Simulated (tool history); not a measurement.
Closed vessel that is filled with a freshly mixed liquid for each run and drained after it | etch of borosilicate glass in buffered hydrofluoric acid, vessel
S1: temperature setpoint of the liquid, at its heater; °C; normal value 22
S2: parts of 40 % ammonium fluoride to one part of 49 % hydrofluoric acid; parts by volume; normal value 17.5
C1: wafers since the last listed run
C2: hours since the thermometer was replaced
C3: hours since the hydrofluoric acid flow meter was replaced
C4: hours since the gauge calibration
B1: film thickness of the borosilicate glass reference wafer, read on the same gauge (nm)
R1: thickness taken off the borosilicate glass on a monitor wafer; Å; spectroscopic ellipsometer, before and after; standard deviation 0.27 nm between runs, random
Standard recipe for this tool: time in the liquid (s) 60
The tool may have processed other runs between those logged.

run 1 hour=0 | S1=22 S2=22.5 time_in_the_liquid_(s)=60 | C1=0 C2=1331.9 C3=816.7 C4=1035 | B1=40.01 | R1=263.2
run 2 hour=72.6 | S1=22 S2=17.5 time_in_the_liquid_(s)=60 | C1=10147 C2=1404.5 C3=889.3 C4=1107.6 | B1=39.99 | R1=329.8
run 3 hour=179 | S1=22 S2=17.5 time_in_the_liquid_(s)=60 | C1=14871 C2=1510.9 C3=995.7 C4=1214 | B1=40.02 | R1=328.1
-- hour=188.3 hydrofluoric acid flow meter replaced
run 4 hour=272.8 | S1=22 S2=17.5 time_in_the_liquid_(s)=60 | C1=12970 C2=1604.7 C3=84.5 C4=1307.8 | B1=40.03 | R1=323.1
run 5 hour=368.1 | S1=22 S2=17.5 time_in_the_liquid_(s)=60 | C1=13319 C2=1700 C3=179.8 C4=1403.1 | B1=40.03 | R1=320.3
run 6 hour=432.2 | S1=24 S2=17.5 time_in_the_liquid_(s)=60 | C1=8959 C2=1764.1 C3=243.9 C4=1467.2 | B1=39.94 | R1=364.3
run 7 hour=514.7 | S1=24 S2=17.5 time_in_the_liquid_(s)=60 | C1=11530 C2=1846.6 C3=326.4 C4=1549.7 | B1=40 | R1=359.4
run 8 hour=563.9 | S1=22 S2=17.5 time_in_the_liquid_(s)=60 | C1=6876 C2=1895.8 C3=375.6 C4=1598.9 | B1=39.99 | R1=324.6
run 9 hour=667.9 | S1=22 S2=17.5 time_in_the_liquid_(s)=60 | C1=14535 C2=1999.8 C3=479.6 C4=1702.9 | B1=39.95 | R1=320.9
-- hour=670.2 gauge calibrated
run 10 hour=736.6 | S1=22 S2=17.5 time_in_the_liquid_(s)=75 | C1=9602 C2=2068.5 C3=548.3 C4=66.4 | B1=39.96 | R1=397
run 11 hour=818.5 | S1=23.5 S2=17.5 time_in_the_liquid_(s)=80 | C1=11446 C2=2150.4 C3=630.2 C4=148.3 | B1=40 | R1=459.2
run 12 hour=912.1 | S1=17.5 S2=11 time_in_the_liquid_(s)=30 | C1=13082 C2=2244 C3=723.8 C4=241.9 | B1=40.01 | R1=194.3
run 13 hour=1012.3 | S1=25 S2=21 time_in_the_liquid_(s)=30 | C1=14004 C2=2344.2 C3=824 C4=342.1 | B1=40.03 | R1=154.7
-- hour=1034.4 thermometer replaced
run 14 hour=1083 | S1=24 S2=24 time_in_the_liquid_(s)=35 | C1=9741 C2=48.6 C3=894.7 C4=412.8 | B1=39.99 | R1=175.7
run 15 hour=1141.1 | S1=19 S2=21 time_in_the_liquid_(s)=80 | C1=8120 C2=106.7 C3=952.8 C4=470.9 | B1=40.02 | R1=335.6
-- hour=1156.7 hydrofluoric acid flow meter replaced
run 16 hour=1365.2 | S1=22 S2=17.5 time_in_the_liquid_(s)=60 | C1=31182 C2=330.8 C3=208.5 C4=695 | B1=39.97 | R1=339.4
run 17 hour=1435.2 | S1=22 S2=17.5 time_in_the_liquid_(s)=70 | C1=9783 C2=400.8 C3=278.5 C4=765 | B1=40.03 | R1=403.6
run 18 hour=1499.2 | S1=22 S2=21 time_in_the_liquid_(s)=60 | C1=8945 C2=464.8 C3=342.5 C4=829 | B1=39.98 | R1=289.9

What if the next run were any one of these 3? Each begins from the tool's condition after run 18:
run A hour=1499.9 | S1=22 S2=17.5 time_in_the_liquid_(s)=60 | C1=97 C2=465.5 C3=343.2 C4=829.7 | B1=? | R1=?
run B hour=1499.9 | S1=20.5 S2=23 time_in_the_liquid_(s)=85 | C1=97 C2=465.5 C3=343.2 C4=829.7 | B1=? | R1=?
run C hour=1499.9 | S1=24.5 S2=11 time_in_the_liquid_(s)=90 | C1=97 C2=465.5 C3=343.2 C4=829.7 | B1=? | R1=?

run=A B1=40.02 R1=342.2
run=B B1=40.02 R1=354.8
run=C B1=40.02 R1=930.4
With no hidden state in the tool, these same runs would have given:
run=A R1=352.6
run=B R1=365.7
run=C R1=958.1
